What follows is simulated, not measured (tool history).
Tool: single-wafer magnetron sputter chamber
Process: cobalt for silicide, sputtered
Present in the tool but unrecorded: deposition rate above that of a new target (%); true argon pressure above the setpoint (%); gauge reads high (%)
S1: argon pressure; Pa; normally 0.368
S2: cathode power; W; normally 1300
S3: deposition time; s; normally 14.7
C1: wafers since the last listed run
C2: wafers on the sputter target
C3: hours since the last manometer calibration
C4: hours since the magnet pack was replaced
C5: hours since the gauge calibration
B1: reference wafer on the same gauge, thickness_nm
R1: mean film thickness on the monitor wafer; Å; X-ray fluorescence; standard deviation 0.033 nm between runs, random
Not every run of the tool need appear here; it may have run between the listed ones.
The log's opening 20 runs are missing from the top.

{"run": 21, "hour": 670.7, "S1": 0.457, "S2": 1300, "S3": 14.7, "C1": 743, "C2": 4230, "C3": 251, "C4": 410.9, "C5": 301.5, "B1": 9.719, "R1": 94.66}
{"run": 22, "hour": 702.7, "S1": 0.274, "S2": 1450, "S3": 12, "C1": 875, "C2": 5105, "C3": 283, "C4": 442.9, "C5": 333.5, "B1": 9.742, "R1": 88.4}
{"run": 23, "hour": 728.7, "S1": 0.368, "S2": 1150, "S3": 11.9, "C1": 711, "C2": 5816, "C3": 309, "C4": 468.9, "C5": 359.5, "B1": 9.742, "R1": 70.58}
{"hour": 738.8, "done": "sputter target and shields replaced"}
{"run": 24, "hour": 746.0, "S1": 0.45, "S2": 1200, "S3": 16.6, "C1": 254, "C2": 197, "C3": 326.3, "C4": 486.2, "C5": 376.8, "B1": 9.744, "R1": 100.61}
{"run": 25, "hour": 775.5, "S1": 0.489, "S2": 1400, "S3": 14.7, "C1": 806, "C2": 1004, "C3": 355.8, "C4": 515.7, "C5": 406.3, "B1": 9.743, "R1": 100}
{"run": 26, "hour": 859.1, "S1": 0.489, "S2": 1500, "S3": 14.7, "C1": 2286, "C2": 3290, "C3": 439.4, "C4": 599.3, "C5": 489.9, "B1": 9.763, "R1": 105.8}
{"run": 27, "hour": 886.2, "S1": 0.368, "S2": 1300, "S3": 14.7, "C1": 741, "C2": 4031, "C3": 466.5, "C4": 626.4, "C5": 517, "B1": 9.778, "R1": 97.46}
{"run": 28, "hour": 913.2, "S1": 0.368, "S2": 1300, "S3": 14.7, "C1": 738, "C2": 4769, "C3": 493.5, "C4": 653.4, "C5": 544, "B1": 9.772, "R1": 97.25}
{"run": 29, "hour": 935.3, "S1": 0.368, "S2": 1300, "S3": 16.8, "C1": 604, "C2": 5374, "C3": 515.6, "C4": 675.5, "C5": 566.1, "B1": 9.79, "R1": 110.54}
{"run": 30, "hour": 950.4, "S1": 0.415, "S2": 1100, "S3": 17.6, "C1": 412, "C2": 5786, "C3": 530.7, "C4": 690.6, "C5": 581.2, "B1": 9.788, "R1": 99.98}
{"hour": 983.9, "done": "sputter target and shields replaced"}
{"run": 31, "hour": 984.4, "S1": 0.468, "S2": 1450, "S3": 14.7, "C1": 711, "C2": 14, "C3": 564.7, "C4": 724.6, "C5": 615.2, "B1": 9.806, "R1": 103.44}
{"run": 32, "hour": 994.6, "S1": 0.486, "S2": 1300, "S3": 17.5, "C1": 278, "C2": 293, "C3": 574.9, "C4": 734.8, "C5": 625.4, "B1": 9.807, "R1": 112.64}
{"run": 33, "hour": 1007.4, "S1": 0.368, "S2": 1200, "S3": 14.7, "C1": 350, "C2": 643, "C3": 587.7, "C4": 747.6, "C5": 638.2, "B1": 9.806, "R1": 90.73}
{"run": 34, "hour": 1037.1, "S1": 0.489, "S2": 1500, "S3": 14.7, "C1": 812, "C2": 1455, "C3": 617.4, "C4": 777.3, "C5": 667.9, "B1": 9.813, "R1": 106.66}

5 ways to go on from here, each from the tool as it stands after run 34. What would each give?
{"run": "A", "hour": 1037.5, "S1": 0.368, "S2": 1300, "S3": 14.7, "C1": 10, "C2": 1466, "C3": 617.8, "C4": 777.7, "C5": 668.3, "B1": "?", "R1": "?"}
{"run": "B", "hour": 1037.5, "S1": 0.368, "S2": 1300, "S3": 12.7, "C1": 10, "C2": 1466, "C3": 617.8, "C4": 777.7, "C5": 668.3, "B1": "?", "R1": "?"}
{"run": "C", "hour": 1037.5, "S1": 0.467, "S2": 1200, "S3": 14.7, "C1": 10, "C2": 1466, "C3": 617.8, "C4": 777.7, "C5": 668.3, "B1": "?", "R1": "?"}
{"run": "D", "hour": 1037.5, "S1": 0.368, "S2": 1600, "S3": 13.1, "C1": 10, "C2": 1466, "C3": 617.8, "C4": 777.7, "C5": 668.3, "B1": "?", "R1": "?"}
{"run": "E", "hour": 1037.5, "S1": 0.368, "S2": 1000, "S3": 16.3, "C1": 10, "C2": 1466, "C3": 617.8, "C4": 777.7, "C5": 668.3, "B1": "?", "R1": "?"}

run=A B1=9.799 R1=97.98
run=B B1=9.799 R1=84.65
run=C B1=9.799 R1=89.59
run=D B1=9.799 R1=104.19
run=E B1=9.799 R1=87.66
Without the tool's hidden state the same runs would have given:
run=A R1=96.53
run=B R1=83.39
run=C R1=88.26
run=D R1=102.63
run=E R1=86.36

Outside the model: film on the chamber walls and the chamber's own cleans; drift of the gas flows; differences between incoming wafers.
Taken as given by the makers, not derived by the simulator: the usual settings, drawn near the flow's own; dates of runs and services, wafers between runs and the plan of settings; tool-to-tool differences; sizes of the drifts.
